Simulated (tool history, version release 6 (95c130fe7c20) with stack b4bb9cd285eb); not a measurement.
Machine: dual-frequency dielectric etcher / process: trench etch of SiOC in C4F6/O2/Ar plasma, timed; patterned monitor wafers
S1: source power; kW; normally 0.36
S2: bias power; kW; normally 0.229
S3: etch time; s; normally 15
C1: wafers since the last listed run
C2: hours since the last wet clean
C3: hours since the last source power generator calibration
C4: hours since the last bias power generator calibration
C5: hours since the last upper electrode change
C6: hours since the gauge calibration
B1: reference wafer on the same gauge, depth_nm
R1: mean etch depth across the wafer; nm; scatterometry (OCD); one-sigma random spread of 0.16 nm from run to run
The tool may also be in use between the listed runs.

Run 1, hour 0: usual settings; C1 0; C2 53.5; C3 422.8; C4 2298.7; C5 3419.5; C6 744.1; B1 31.41. Result: R1 33.78 nm.
Run 2, hour 42.4: usual settings but S1 0.31 kW; C1 520; C2 95.9; C3 465.2; C4 2341.1; C5 3461.9; C6 786.5; B1 31.44. Result: R1 31.07 nm.
Run 3, hour 105.9: usual settings but S1 0.31 kW; C1 778; C2 159.4; C3 528.7; C4 2404.6; C5 3525.4; C6 850; B1 31.36. Result: R1 30.65 nm.
Run 4, hour 170.7: usual settings but S1 0.38 kW, S3 17 s; C1 794; C2 224.2; C3 593.5; C4 2469.4; C5 3590.2; C6 914.8; B1 31.37. Result: R1 39.08 nm.
Run 5, hour 236.3: usual settings but S2 0.2 kW, S3 13.5 s; C1 804; C2 289.8; C3 659.1; C4 2535; C5 3655.8; C6 980.4; B1 31.38. Result: R1 29.15 nm.
Run 6, hour 328.6: usual settings but S2 0.189 kW; C1 1132; C2 382.1; C3 751.4; C4 2627.3; C5 3748.1; C6 1072.7; B1 31.46. Result: R1 31.78 nm.
Run 7, hour 395.6: usual settings; C1 821; C2 449.1; C3 818.4; C4 2694.3; C5 3815.1; C6 1139.7; B1 31.4. Result: R1 33.55 nm.
At hour 425: wet clean of the chamber.
Run 8, hour 465.2: usual settings; C1 559; C2 40.2; C3 888; C4 2763.9; C5 3884.7; C6 1209.3; B1 31.37. Result: R1 33.44 nm.
Run 9, hour 513.3: usual settings; C1 590; C2 88.3; C3 936.1; C4 2812; C5 3932.8; C6 1257.4; B1 31.42. Result: R1 33.49 nm.
Run 10, hour 560.7: usual settings but S1 0.39 kW; C1 581; C2 135.7; C3 983.5; C4 2859.4; C5 3980.2; C6 1304.8; B1 31.41. Result: R1 35.18 nm.
Run 11, hour 597: usual settings but S1 0.39 kW; C1 445; C2 172; C3 1019.8; C4 2895.7; C5 4016.5; C6 1341.1; B1 31.36. Result: R1 34.74 nm.
At hour 617.9: bias power generator calibrated.
Run 12, hour 649.4: usual settings but S1 0.39 kW; C1 593; C2 224.4; C3 1072.2; C4 31.5; C5 4068.9; C6 1393.5; B1 31.37. Result: R1 34.83 nm.
Run 13, hour 717.4: usual settings; C1 834; C2 292.4; C3 1140.2; C4 99.5; C5 4136.9; C6 1461.5; B1 31.37. Result: R1 33.44 nm.
Run 14, hour 747.8: usual settings but S1 0.28 kW, S3 12 s; C1 372; C2 322.8; C3 1170.6; C4 129.9; C5 4167.3; C6 1491.9; B1 31.35. Result: R1 23.11 nm.
At hour 786.7: wet clean of the chamber.
Run 15, hour 787.2: usual settings; C1 188; C2 0.5; C3 1210; C4 169.3; C5 4206.7; C6 1531.3; B1 31.42. Result: R1 33.04 nm.
Run 16, hour 847.2: usual settings but S1 0.33 kW, S3 12 s; C1 736; C2 60.5; C3 1270; C4 229.3; C5 4266.7; C6 1591.3; B1 31.43. Result: R1 25.47 nm.
Run 17, hour 914.3: usual settings; C1 823; C2 127.6; C3 1337.1; C4 296.4; C5 4333.8; C6 1658.4; B1 31.4. Result: R1 32.75 nm.
At hour 940.6: source power generator calibrated.
Run 18, hour 984.6: usual settings but S1 0.42 kW, S2 0.2 kW; C1 813; C2 197.9; C3 44; C4 366.7; C5 4404.1; C6 1728.7; B1 31.34. Result: R1 35.41 nm.
Run 19, hour 1026.2: usual settings but S1 0.39 kW; C1 510; C2 239.5; C3 85.6; C4 408.3; C5 4445.7; C6 1770.3; B1 31.42. Result: R1 35.45 nm.
Run 20, hour 1075.9: usual settings but S2 0.172 kW, S3 12.5 s; C1 609; C2 289.2; C3 135.3; C4 458; C5 4495.4; C6 1820; B1 31.42. Result: R1 25.75 nm.
Run 21, hour 1112.3: usual settings but S2 0.186 kW, S3 18 s; C1 446; C2 325.6; C3 171.7; C4 494.4; C5 4531.8; C6 1856.4; B1 31.44. Result: R1 38.15 nm.
Run 22, hour 1147.6: usual settings but S1 0.42 kW; C1 433; C2 360.9; C3 207; C4 529.7; C5 4567.1; C6 1891.7; B1 31.42. Result: R1 36.31 nm.
At hour 1194.2: wet clean of the chamber.
Run 23, hour 1211.2: usual settings but S1 0.42 kW, S2 0.279 kW, S3 10.5 s; C1 485; C2 17; C3 270.6; C4 593.3; C5 4630.7; C6 1955.3; B1 31.43. Result: R1 27.27 nm.
Run 24, hour 1264.6: usual settings but S1 0.43 kW, S2 0.179 kW, S3 17 s; C1 655; C2 70.4; C3 324; C4 646.7; C5 4684.1; C6 2008.7; B1 31.38. Result: R1 39.15 nm.
At hour 1293.3: gauge calibrated.
At hour 1312.8: upper electrode replaced.
Run 25, hour 1313.3: usual settings but S1 0.32 kW; C1 302; C2 119.1; C3 372.7; C4 695.4; C5 0.5; C6 20; B1 31.35. Result: R1 31.79 nm.
Run 26, hour 1356.9: usual settings but S1 0.29 kW, S3 10.5 s; C1 534; C2 162.7; C3 416.3; C4 739; C5 44.1; C6 63.6; B1 31.38. Result: R1 20.89 nm.
Run 27, hour 1410.6: usual settings; C1 658; C2 216.4; C3 470; C4 792.7; C5 97.8; C6 117.3; B1 31.41. Result: R1 33.8 nm.
Run 28, hour 1474.3: usual settings but S1 0.29 kW; C1 781; C2 280.1; C3 533.7; C4 856.4; C5 161.5; C6 181; B1 31.39. Result: R1 29.96 nm.
Run 29, hour 1521.2: usual settings but S1 0.29 kW, S2 0.214 kW, S3 11.5 s; C1 575; C2 327; C3 580.6; C4 903.3; C5 208.4; C6 227.9; B1 31.41. Result: R1 22.43 nm.
Run 30, hour 1585.7: usual settings; C1 791; C2 391.5; C3 645.1; C4 967.8; C5 272.9; C6 292.4; B1 31.4. Result: R1 33.61 nm.
At hour 1646.2: wet clean of the chamber.
Run 31, hour 1755.9: usual settings but S1 0.29 kW, S2 0.28 kW; C1 1793; C2 109.7; C3 815.3; C4 1138; C5 443.1; C6 462.6; B1 31.41. Result: R1 31.73 nm.

How the hidden state differs across the entries between the runs, from the last listed run before each to the first after it:
In the gap between runs 7 and 8: wet clean of the chamber (hour 425)
  source power that arrives over what is set, %: -1.91 -> -2.14
  measured minus no-state result, R1: -0.35 -> -0.38 nm
In the gap between runs 11 and 12: bias power generator calibrated (hour 617.9)
  source power that arrives over what is set, %: -2.64 -> -2.85
  measured minus no-state result, R1: -0.5 -> -0.54 nm
In the gap between runs 14 and 15: wet clean of the chamber (hour 786.7)
  source power that arrives over what is set, %: -3.29 -> -3.47
  measured minus no-state result, R1: -0.41 -> -0.62 nm
In the gap between runs 17 and 18: source power generator calibrated (hour 940.6)
  source power that arrives over what is set, %: -4.11 -> 0.137
  measured minus no-state result, R1: -0.74 -> +0.03 nm
In the gap between runs 22 and 23: wet clean of the chamber (hour 1194.2)
  source power that arrives over what is set, %: 0.0561 -> -0.00368
  measured minus no-state result, R1: +0.01 -> -0.01 nm
In the gap between runs 24 and 25: gauge calibrated (hour 1293.3); upper electrode replaced (hour 1312.8)
  source power that arrives over what is set, %: -0.0662 -> -0.133
  measured minus no-state result, R1: -0.01 -> -0.02 nm
In the gap between runs 30 and 31: wet clean of the chamber (hour 1646.2)
  source power that arrives over what is set, %: -0.679 -> -1.17
  measured minus no-state result, R1: -0.13 -> -0.19 nm

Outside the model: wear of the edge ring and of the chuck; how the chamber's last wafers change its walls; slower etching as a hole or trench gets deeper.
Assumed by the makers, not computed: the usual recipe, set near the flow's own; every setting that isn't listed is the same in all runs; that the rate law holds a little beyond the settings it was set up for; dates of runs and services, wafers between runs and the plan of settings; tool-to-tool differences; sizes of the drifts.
